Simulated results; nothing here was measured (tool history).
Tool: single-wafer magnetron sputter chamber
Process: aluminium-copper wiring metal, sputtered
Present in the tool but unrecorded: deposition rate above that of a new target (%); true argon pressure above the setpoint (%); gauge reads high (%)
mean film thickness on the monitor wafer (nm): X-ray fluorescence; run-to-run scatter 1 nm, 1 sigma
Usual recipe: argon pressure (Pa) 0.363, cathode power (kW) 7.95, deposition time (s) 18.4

run,hour,argon pressure (Pa),cathode power (kW),deposition time (s),wafers since the last listed run,wafers on the sputter target,hours since the last manometer calibration,hours since the magnet pack was replaced,hours since the gauge calibration,"read-back reference wafer on the same gauge, thickness_nm",mean film thickness on the monitor wafer (nm)
1,0,0.363,7.95,18.4,0,1519,1695.2,11185.3,337.7,298.71,256.413
2,32.3,0.363,7.95,18.4,784,2304,1727.5,11217.6,370,299.134,253.748
3,57.4,0.363,7.95,18.4,609,2913,1752.6,11242.7,395.1,298.991,249.727
# hour 77.6: sputter target and shields replaced
# hour 79.5: gauge calibrated
4,94.2,0.363,7.95,18.4,699,402,1789.4,11279.5,14.7,298.363,260.678
5,119.5,0.47,7.95,18.4,614,1016,1814.7,11304.8,40,298.836,233.847
6,135.9,0.47,7.95,18.4,398,1414,1831.1,11321.2,56.4,299.142,234.243
7,169.4,0.47,7.95,18.4,813,2228,1864.6,11354.7,89.9,299.285,231.834
8,189.7,0.363,7.95,18.4,492,2720,1884.9,11375,110.2,298.95,250.573
9,207.5,0.363,7.95,15.5,432,3153,1902.7,11392.8,128,298.988,212.065
10,239.4,0.363,7.95,15.5,774,3927,1934.6,11424.7,159.9,298.747,207.729
# hour 260.2: sputter target and shields replaced
# hour 262: magnet pack replaced, of another model than before
11,306,0.363,8.55,16.8,1377,1068,2001.2,44,226.5,299.18,248.989
12,331.8,0.363,8.55,16.8,626,1694,2027,69.8,252.3,298.937,246.905
# hour 354.3: capacitance manometer re-zeroed and calibrated
13,354.8,0.363,8.55,16.8,364,2058,0.5,92.8,275.3,299.595,246.687
14,369.3,0.363,7.95,21.2,352,2410,15,107.3,289.8,298.723,290.138
15,391.8,0.363,9.5,18.4,546,2956,37.5,129.8,312.3,299.438,294.578
16,404.2,0.363,7.95,18.4,301,3257,49.9,142.2,324.7,299.699,248.29
# hour 432.8: sputter target and shields replaced
17,433.3,0.438,7.05,19.5,512,11,79,171.3,353.8,299.233,222.259
18,446.2,0.363,9.6,20.4,313,324,91.9,184.2,366.7,298.782,339.027
19,481.8,0.363,7.95,18.4,864,1189,127.5,219.8,402.3,298.929,254.66
20,501.7,0.317,9.8,18.4,483,1672,147.4,239.7,422.2,298.761,328.68
21,522.6,0.363,7.95,18.4,507,2179,168.3,260.6,443.1,299.014,252.701
22,548.9,0.363,9.1,19.5,638,2818,194.6,286.9,469.4,299.237,297.985
23,571,0.363,7.95,18.4,536,3354,216.7,309,491.5,299.366,248.218
# hour 571.7: gauge calibrated
# hour 600.8: sputter target and shields replaced
24,601.3,0.244,6.15,18.4,541,11,247,339.3,29.6,298.964,248.959
25,614.7,0.265,7.95,18.4,325,336,260.4,352.7,43,298.862,302.052
26,627.9,0.47,7.95,18.4,320,657,273.6,365.9,56.2,298.965,220.56
27,657.1,0.443,8.8,18.4,708,1366,302.8,395.1,85.4,298.835,250.38
28,685.9,0.363,7.95,18.4,699,2065,331.6,423.9,114.2,298.649,253.51
29,698.3,0.409,7,21.6,301,2366,344,436.3,126.6,298.956,249.876
30,712.2,0.363,7.95,18.4,337,2703,357.9,450.2,140.5,298.838,252.224
31,733.5,0.363,7.95,18.4,517,3220,379.2,471.5,161.8,298.827,250.662
32,748.3,0.441,7,18.4,359,3580,394,486.3,176.6,298.687,198.94
# hour 771.5: sputter target and shields replaced
33,781.2,0.363,6.1,20.9,604,235,426.9,519.2,209.5,298.967,232.275

Below, some changes in mean film thickness on the monitor wafer (nm) between adjacent runs. For each, the amount present without the hidden state too (settings, incoming material, random variation) and the amount remaining for the hidden state with gauge scatter not shared by both compared results:
Run 3 -> 4: sputter target and shields replaced, gauge calibrated. mean film thickness on the monitor wafer (nm) +10.951: hidden state +8.345, all else +2.606.
Run 16 -> 17: argon pressure (Pa) 0.363 -> 0.438, cathode power (kW) 7.95 -> 7.05, deposition time (s) 18.4 -> 19.5, sputter target and shields replaced. mean film thickness on the monitor wafer (nm) -26.031: hidden state +10.099, all else -36.13.
Run 17 -> 18: argon pressure (Pa) 0.438 -> 0.363, cathode power (kW) 7.05 -> 9.6, deposition time (s) 19.5 -> 20.4. mean film thickness on the monitor wafer (nm) +116.768: hidden state -1.666, all else +118.434.
Run 18 -> 19: cathode power (kW) 9.6 -> 7.95, deposition time (s) 20.4 -> 18.4. mean film thickness on the monitor wafer (nm) -84.367: hidden state -2.048, all else -82.319.
Run 23 -> 24: argon pressure (Pa) 0.363 -> 0.244, cathode power (kW) 7.95 -> 6.15, gauge calibrated, sputter target and shields replaced. mean film thickness on the monitor wafer (nm) +0.741: hidden state +10.53, all else -9.789.
Run 25 -> 26: argon pressure (Pa) 0.265 -> 0.47. mean film thickness on the monitor wafer (nm) -81.492: hidden state -0.347, all else -81.145.

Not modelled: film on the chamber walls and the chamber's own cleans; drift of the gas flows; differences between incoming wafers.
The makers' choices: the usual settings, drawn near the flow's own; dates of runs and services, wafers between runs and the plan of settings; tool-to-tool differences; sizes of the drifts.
